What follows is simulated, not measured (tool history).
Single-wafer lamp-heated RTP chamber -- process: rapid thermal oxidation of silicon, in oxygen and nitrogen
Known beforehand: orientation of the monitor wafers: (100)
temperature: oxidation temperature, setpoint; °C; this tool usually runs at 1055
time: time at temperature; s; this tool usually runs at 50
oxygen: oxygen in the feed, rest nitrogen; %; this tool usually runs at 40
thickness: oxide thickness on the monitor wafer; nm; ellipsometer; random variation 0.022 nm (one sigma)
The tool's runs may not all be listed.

run,day,temperature,time,oxygen,wafers since the last listed run,wafers since the last pyrometer calibration,hours since the oxygen flow controller was replaced,hours since the gauge calibration,"read-back reference wafer on the same gauge, thickness",thickness
1,0.000,1055,50,40,0,915,5032.8,682.0,6.002,6.034
2,2.325,1055,50,40,274,1189,5088.6,737.8,6.015,6.075
3,3.654,1055,50,40,156,1346,5120.5,769.7,6.014,6.049
4,6.021,1055,50,40,279,1626,5177.3,826.5,6.008,6.087
5,11.538,1055,50,40,651,2277,5309.7,958.9,5.999,6.096
6,13.871,1055,50,40,275,2553,5365.7,1014.9,6.017,6.117
7,15.358,1055,50,40,175,2728,5401.4,1050.6,6.011,6.093
# day 19.729: oxygen flow controller replaced
8,23.975,1055,50,40,978,3707,101.9,1257.4,6.011,6.159
9,25.458,1055,50,40,175,3882,137.5,1293.0,6.012,6.211
# day 27.954: pyrometer window cleaned and pyrometer calibrated
10,27.975,1055,50,40,257,2,197.9,1353.4,6.008,6.004
11,28.838,1055,50,40,101,104,218.6,1374.1,6.013,6.039
12,30.754,1055,50,40,226,330,264.6,1420.1,6.011,6.035
13,33.725,1055,50,40,350,681,335.9,1491.4,6.012,6.055
14,35.454,1033,50,17,204,885,377.4,1532.9,6.010,3.991
15,36.550,1055,50,40,129,1014,403.7,1559.2,6.010,5.995
16,38.458,1055,50,51,225,1240,449.5,1605.0,6.006,6.626
17,40.025,1055,50,40,185,1425,487.1,1642.6,6.012,6.092
18,41.083,1055,62,63,124,1550,512.5,1668.0,6.001,7.858
19,43.058,1033,50,17,233,1783,559.9,1715.4,5.999,3.995
20,45.012,1047,38,51,230,2014,606.8,1762.3,6.006,5.592
21,46.154,1084,57,40,134,2149,634.2,1789.7,6.014,7.800
22,48.212,1055,50,40,243,2392,683.6,1839.1,6.017,6.101
# day 48.500: gauge calibrated
23,49.575,1067,50,40,160,2553,716.3,25.8,5.997,6.625
24,52.221,1055,59,25,312,2865,779.8,89.3,6.011,5.584
25,56.604,1075,31,40,517,3383,885.0,194.5,6.004,5.696
# day 59.750: pyrometer window cleaned and pyrometer calibrated
26,59.771,1078,50,40,334,2,961.0,270.5,5.999,7.071
27,61.571,1055,28,40,212,215,1004.2,313.7,6.008,4.723
28,62.808,1071,50,22,146,361,1033.9,343.4,6.007,5.482
29,64.492,1055,50,40,198,559,1074.3,383.8,6.013,6.060
30,66.796,1055,50,40,272,832,1129.6,439.1,6.009,6.052
31,67.858,1055,50,40,125,957,1155.1,464.6,6.009,6.087
32,70.008,1066,50,17,253,1211,1206.7,516.2,6.010,4.868
33,71.067,1055,50,40,124,1336,1232.1,541.6,6.009,6.036
34,73.771,1026,50,17,319,1655,1297.0,606.5,6.010,3.849
35,75.725,1039,58,50,230,1886,1343.9,653.4,6.013,6.343
36,77.033,1036,56,66,154,2041,1375.3,684.8,6.011,6.696
37,78.171,1055,50,40,134,2175,1402.6,712.1,6.009,6.133

Measured minus without-hidden-state, run by run (identical run-to-run variation in each term; gauge scatter may differ):
The tool's hidden condition here consists of: true wafer temperature minus pyrometer reading, K; deviation of the oxygen flow from its setpoint, %; gauge reads high (%).
run,thickness
1,+0.025
2,+0.030
3,+0.035
4,+0.043
5,+0.068
6,+0.082
7,+0.090
8,+0.156
9,+0.170
10,+0.002
11,+0.002
12,+0.003
13,+0.007
14,+0.006
15,+0.012
16,+0.018
17,+0.022
18,+0.033
19,+0.020
20,+0.039
21,+0.059
22,+0.058
23,+0.071
24,+0.074
25,+0.104
26,+0.030
27,+0.020
28,+0.024
29,+0.029
30,+0.032
31,+0.035
32,+0.030
33,+0.043
34,+0.029
35,+0.065
36,+0.077
37,+0.073

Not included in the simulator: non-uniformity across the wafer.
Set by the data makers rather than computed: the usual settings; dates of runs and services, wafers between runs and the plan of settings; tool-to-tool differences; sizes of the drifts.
